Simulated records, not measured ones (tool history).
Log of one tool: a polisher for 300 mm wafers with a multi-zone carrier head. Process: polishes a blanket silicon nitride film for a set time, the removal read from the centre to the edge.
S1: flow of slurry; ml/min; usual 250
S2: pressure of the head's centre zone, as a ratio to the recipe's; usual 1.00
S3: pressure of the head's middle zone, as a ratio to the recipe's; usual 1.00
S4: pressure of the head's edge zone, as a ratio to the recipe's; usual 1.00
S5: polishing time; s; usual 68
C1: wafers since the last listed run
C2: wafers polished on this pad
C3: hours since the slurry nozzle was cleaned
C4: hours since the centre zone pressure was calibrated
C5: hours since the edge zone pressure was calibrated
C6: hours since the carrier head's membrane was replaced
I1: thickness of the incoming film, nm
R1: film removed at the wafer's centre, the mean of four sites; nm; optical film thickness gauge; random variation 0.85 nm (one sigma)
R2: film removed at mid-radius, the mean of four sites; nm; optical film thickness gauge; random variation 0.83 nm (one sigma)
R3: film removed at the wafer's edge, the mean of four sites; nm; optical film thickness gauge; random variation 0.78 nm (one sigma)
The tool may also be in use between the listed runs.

Run 1, hour 0.0: usual settings but S2 0.94; C1 0; C2 311; C3 197.5; C4 112.9; C5 1127.9; C6 813.0; I1 875.3. Result: R1 87.0 nm, R2 93.1 nm, R3 96.2 nm.
Run 2, hour 15.4: usual settings but S2 0.94; C1 242; C2 553; C3 212.9; C4 128.3; C5 1143.3; C6 828.4; I1 858.7. Result: R1 88.2 nm, R2 93.1 nm, R3 96.0 nm.
Run 3, hour 32.9: usual settings; C1 275; C2 829; C3 230.4; C4 145.8; C5 1160.8; C6 845.9; I1 847.4. Result: R1 91.8 nm, R2 92.7 nm, R3 93.7 nm.
At hour 43.5: carrier head's membrane replaced by a new one.
Run 4, hour 49.6: usual settings but S1 205 ml/min, S5 61 s; C1 184; C2 1013; C3 247.1; C4 162.5; C5 1177.5; C6 6.1; I1 856.7. Result: R1 79.2 nm, R2 79.8 nm, R3 80.3 nm.
At hour 60.0: slurry nozzle cleaned.
At hour 60.2: worn pad replaced by a new one, repeated, since the last time left the tool worse.
Run 5, hour 60.7: usual settings but S1 185 ml/min, S4 1.08; C1 156; C2 7; C3 0.7; C4 173.6; C5 1188.6; C6 17.2; I1 850.3. Result: R1 99.0 nm, R2 98.6 nm, R3 106.8 nm.
Run 6, hour 70.2: usual settings; C1 149; C2 157; C3 10.2; C4 183.1; C5 1198.1; C6 26.7; I1 865.9. Result: R1 103.8 nm, R2 102.4 nm, R3 105.9 nm.
Run 7, hour 78.5: usual settings; C1 130; C2 288; C3 18.5; C4 191.4; C5 1206.4; C6 35.0; I1 851.7. Result: R1 103.9 nm, R2 102.9 nm, R3 105.9 nm.
Run 8, hour 88.7: usual settings; C1 160; C2 448; C3 28.7; C4 201.6; C5 1216.6; C6 45.2; I1 849.5. Result: R1 102.9 nm, R2 103.9 nm, R3 104.6 nm.
At hour 94.8: edge zone pressure recalibrated.
Run 9, hour 98.2: usual settings but S1 175 ml/min; C1 118; C2 566; C3 38.2; C4 211.1; C5 3.4; C6 54.7; I1 857.4. Result: R1 95.8 nm, R2 97.7 nm, R3 101.4 nm.
Run 10, hour 106.1: usual settings but S4 0.94; C1 124; C2 691; C3 46.1; C4 219.0; C5 11.3; C6 62.6; I1 874.9. Result: R1 102.0 nm, R2 101.9 nm, R3 102.8 nm.
Run 11, hour 114.8: usual settings but S1 305 ml/min, S2 0.92, S4 0.89; C1 137; C2 828; C3 54.8; C4 227.7; C5 20.0; C6 71.3; I1 852.5. Result: R1 95.3 nm, R2 102.8 nm, R3 101.5 nm.
Run 12, hour 127.9: usual settings; C1 206; C2 1034; C3 67.9; C4 240.8; C5 33.1; C6 84.4; I1 858.5. Result: R1 100.6 nm, R2 98.2 nm, R3 101.1 nm.
Run 13, hour 139.7: usual settings but S2 1.12; C1 185; C2 1220; C3 79.7; C4 252.6; C5 44.9; C6 96.2; I1 877.5. Result: R1 109.7 nm, R2 96.9 nm, R3 100.2 nm.
Run 14, hour 147.6: usual settings but S2 0.94, S4 0.88, S5 84 s; C1 124; C2 1344; C3 87.6; C4 260.5; C5 52.8; C6 104.1; I1 846.8. Result: R1 111.4 nm, R2 119.1 nm, R3 116.7 nm.
At hour 152.0: worn pad replaced by a new one.
Run 15, hour 163.0: usual settings but S2 0.92, S3 0.95, S4 0.88, S5 52 s; C1 179; C2 172; C3 103.0; C4 275.9; C5 68.2; C6 119.5; I1 854.3. Result: R1 72.0 nm, R2 76.2 nm, R3 77.1 nm.
Run 16, hour 180.4: usual settings but S2 0.88, S4 1.04, S5 84 s; C1 274; C2 446; C3 120.4; C4 293.3; C5 85.6; C6 136.9; I1 857.3. Result: R1 111.1 nm, R2 127.3 nm, R3 130.9 nm.
At hour 195.3: centre zone pressure recalibrated.
Run 17, hour 196.3: usual settings but S4 1.11; C1 218; C2 665; C3 136.3; C4 1.0; C5 101.5; C6 152.8; I1 859.8. Result: R1 100.7 nm, R2 100.9 nm, R3 108.2 nm.
Run 18, hour 210.8: usual settings but S3 1.03, S5 87 s; C1 228; C2 894; C3 150.8; C4 15.5; C5 116.0; C6 167.3; I1 864.8. Result: R1 127.8 nm, R2 130.8 nm, R3 132.2 nm.
Run 19, hour 221.6: usual settings but S1 180 ml/min, S2 1.11, S5 77 s; C1 170; C2 1064; C3 161.6; C4 26.3; C5 126.8; C6 178.1; I1 850.7. Result: R1 118.4 nm, R2 106.1 nm, R3 110.4 nm.
At hour 232.3: worn pad replaced by a new one.
Run 20, hour 237.5: usual settings but S2 1.11, S4 0.90; C1 187; C2 81; C3 177.5; C4 42.2; C5 142.7; C6 194.0; I1 860.4. Result: R1 115.6 nm, R2 105.0 nm, R3 103.8 nm.
Run 21, hour 249.3: usual settings but S2 1.11, S4 0.90; C1 185; C2 267; C3 189.3; C4 54.0; C5 154.5; C6 205.8; I1 858.3. Result: R1 114.2 nm, R2 103.0 nm, R3 103.0 nm.
Run 22, hour 260.1: usual settings; C1 170; C2 437; C3 200.1; C4 64.8; C5 165.3; C6 216.6; I1 869.3. Result: R1 104.4 nm, R2 102.7 nm, R3 106.8 nm.
Run 23, hour 271.6: usual settings; C1 181; C2 618; C3 211.6; C4 76.3; C5 176.8; C6 228.1; I1 845.8. Result: R1 103.9 nm, R2 102.6 nm, R3 103.9 nm.

Forecast each of these 3 alternatives for the next run:
Run A, hour 272.0: usual settings but S2 1.09; C1 6; C2 625; C3 212.0; C4 76.7; C5 177.2; C6 228.5; I1 847.5. Result: R1 ?, R2 ?, R3 ?.
Run B, hour 272.0: usual settings but S2 0.96, S3 0.92; C1 6; C2 625; C3 212.0; C4 76.7; C5 177.2; C6 228.5; I1 847.5. Result: R1 ?, R2 ?, R3 ?.
Run C, hour 272.0: usual settings but S2 1.07, S3 0.93, S4 1.10; C1 6; C2 625; C3 212.0; C4 76.7; C5 177.2; C6 228.5; I1 847.5. Result: R1 ?, R2 ?, R3 ?.

run     R1     R2     R3
  A  112.4  101.8  104.6
  B   98.8   96.3  104.7
  C  110.3   96.9  107.8
Without the tool's hidden state the same runs would have given:
run     R1     R2     R3
  A  114.8  103.9  106.9
  B  100.9   98.3  107.0
  C  112.6   99.0  110.1

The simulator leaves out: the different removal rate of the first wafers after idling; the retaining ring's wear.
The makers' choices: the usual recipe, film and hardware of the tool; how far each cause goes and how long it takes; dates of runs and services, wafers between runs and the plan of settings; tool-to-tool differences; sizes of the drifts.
